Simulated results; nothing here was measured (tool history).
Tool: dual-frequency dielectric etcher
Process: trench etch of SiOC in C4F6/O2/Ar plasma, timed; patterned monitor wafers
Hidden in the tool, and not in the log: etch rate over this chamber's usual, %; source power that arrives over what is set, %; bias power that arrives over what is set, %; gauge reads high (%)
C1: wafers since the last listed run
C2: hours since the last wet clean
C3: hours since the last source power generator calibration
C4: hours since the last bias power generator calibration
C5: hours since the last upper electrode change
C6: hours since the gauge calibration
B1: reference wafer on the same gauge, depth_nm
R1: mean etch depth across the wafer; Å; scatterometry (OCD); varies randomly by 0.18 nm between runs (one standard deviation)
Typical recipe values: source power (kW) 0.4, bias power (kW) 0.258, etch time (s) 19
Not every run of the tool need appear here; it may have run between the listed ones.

run 1 hour=0 | source_power_(kW)=0.4 bias_power_(kW)=0.258 etch_time_(s)=19 | C1=0 C2=360.1 C3=3882.7 C4=1753.5 C5=3344.7 C6=46 | B1=42.54 | R1=412.6
run 2 hour=6.3 | source_power_(kW)=0.4 bias_power_(kW)=0.258 etch_time_(s)=19 | C1=112 C2=366.4 C3=3889 C4=1759.8 C5=3351 C6=52.3 | B1=42.58 | R1=413.6
run 3 hour=21.8 | source_power_(kW)=0.4 bias_power_(kW)=0.258 etch_time_(s)=19 | C1=277 C2=381.9 C3=3904.5 C4=1775.3 C5=3366.5 C6=67.8 | B1=42.48 | R1=417.4
run 4 hour=38.3 | source_power_(kW)=0.4 bias_power_(kW)=0.258 etch_time_(s)=15 | C1=295 C2=398.4 C3=3921 C4=1791.8 C5=3383 C6=84.3 | B1=42.46 | R1=328.9
run 5 hour=52.5 | source_power_(kW)=0.4 bias_power_(kW)=0.258 etch_time_(s)=19 | C1=253 C2=412.6 C3=3935.2 C4=1806 C5=3397.2 C6=98.5 | B1=42.52 | R1=415.6
-- hour=85.1 upper electrode replaced
run 6 hour=85.6 | source_power_(kW)=0.4 bias_power_(kW)=0.258 etch_time_(s)=19 | C1=162 C2=445.7 C3=3968.3 C4=1839.1 C5=0.5 C6=131.6 | B1=42.51 | R1=417.7
run 7 hour=85.9 | source_power_(kW)=0.4 bias_power_(kW)=0.258 etch_time_(s)=19 | C1=5 C2=446 C3=3968.6 C4=1839.4 C5=0.8 C6=131.9 | B1=42.54 | R1=417.6
run 8 hour=91.4 | source_power_(kW)=0.4 bias_power_(kW)=0.258 etch_time_(s)=19 | C1=98 C2=451.5 C3=3974.1 C4=1844.9 C5=6.3 C6=137.4 | B1=42.5 | R1=419.1
run 9 hour=99.9 | source_power_(kW)=0.4 bias_power_(kW)=0.258 etch_time_(s)=19 | C1=152 C2=460 C3=3982.6 C4=1853.4 C5=14.8 C6=145.9 | B1=42.49 | R1=416.7
-- hour=102.2 gauge calibrated
run 10 hour=108.5 | source_power_(kW)=0.4 bias_power_(kW)=0.258 etch_time_(s)=19 | C1=153 C2=468.6 C3=3991.2 C4=1862 C5=23.4 C6=6.3 | B1=42.49 | R1=418.1
run 11 hour=115.6 | source_power_(kW)=0.35 bias_power_(kW)=0.291 etch_time_(s)=16.5 | C1=126 C2=475.7 C3=3998.3 C4=1869.1 C5=30.5 C6=13.4 | B1=42.55 | R1=359
run 12 hour=126.2 | source_power_(kW)=0.4 bias_power_(kW)=0.258 etch_time_(s)=19 | C1=189 C2=486.3 C3=4008.9 C4=1879.7 C5=41.1 C6=24 | B1=42.52 | R1=421.4
-- hour=138.5 source power generator calibrated
-- hour=138.5 bias power generator calibrated
run 13 hour=139.4 | source_power_(kW)=0.36 bias_power_(kW)=0.258 etch_time_(s)=16.5 | C1=163 C2=499.5 C3=0.9 C4=0.9 C5=54.3 C6=37.2 | B1=42.46 | R1=347.3
run 14 hour=147.2 | source_power_(kW)=0.35 bias_power_(kW)=0.308 etch_time_(s)=23 | C1=139 C2=507.3 C3=8.7 C4=8.7 C5=62.1 C6=45 | B1=42.48 | R1=511.9
-- hour=178.6 wet clean of the chamber
run 15 hour=179.1 | source_power_(kW)=0.46 bias_power_(kW)=0.305 etch_time_(s)=22 | C1=141 C2=0.5 C3=40.6 C4=40.6 C5=94 C6=76.9 | B1=42.52 | R1=525.1
run 16 hour=179.7 | source_power_(kW)=0.4 bias_power_(kW)=0.258 etch_time_(s)=19 | C1=10 C2=1.1 C3=41.2 C4=41.2 C5=94.6 C6=77.5 | B1=42.5 | R1=398.6
run 17 hour=186.8 | source_power_(kW)=0.35 bias_power_(kW)=0.258 etch_time_(s)=14.5 | C1=126 C2=8.2 C3=48.3 C4=48.3 C5=101.7 C6=84.6 | B1=42.45 | R1=284.8
run 18 hour=199.1 | source_power_(kW)=0.4 bias_power_(kW)=0.212 etch_time_(s)=21.5 | C1=219 C2=20.5 C3=60.6 C4=60.6 C5=114 C6=96.9 | B1=42.53 | R1=421.3
run 19 hour=205.3 | source_power_(kW)=0.4 bias_power_(kW)=0.227 etch_time_(s)=19 | C1=110 C2=26.7 C3=66.8 C4=66.8 C5=120.2 C6=103.1 | B1=42.48 | R1=384.6
run 20 hour=223.3 | source_power_(kW)=0.3 bias_power_(kW)=0.258 etch_time_(s)=17.5 | C1=321 C2=44.7 C3=84.8 C4=84.8 C5=138.2 C6=121.1 | B1=42.51 | R1=321.6
run 21 hour=239 | source_power_(kW)=0.45 bias_power_(kW)=0.195 etch_time_(s)=14.5 | C1=280 C2=60.4 C3=100.5 C4=100.5 C5=153.9 C6=136.8 | B1=42.51 | R1=290.9

Pick out some run-to-run changes in R1. Of each, how much would a tool without hidden state show as well, from the settings, what came in and chance, and how much is left for the hidden state and any gauge scatter not in both results compared?
Run 13 -> 14: source power (kW) 0.36 -> 0.35, bias power (kW) 0.258 -> 0.308, etch time (s) 16.5 -> 23. R1 +164.6 Å: hidden state +8, all else +156.6.
Run 14 -> 15: source power (kW) 0.35 -> 0.46, bias power (kW) 0.308 -> 0.305, etch time (s) 23 -> 22, wet clean of the chamber. R1 +13.2 Å: hidden state -26, all else +39.2.
Run 17 -> 18: source power (kW) 0.35 -> 0.4, bias power (kW) 0.258 -> 0.212, etch time (s) 14.5 -> 21.5. R1 +136.5 Å: hidden state +0.2, all else +136.3.
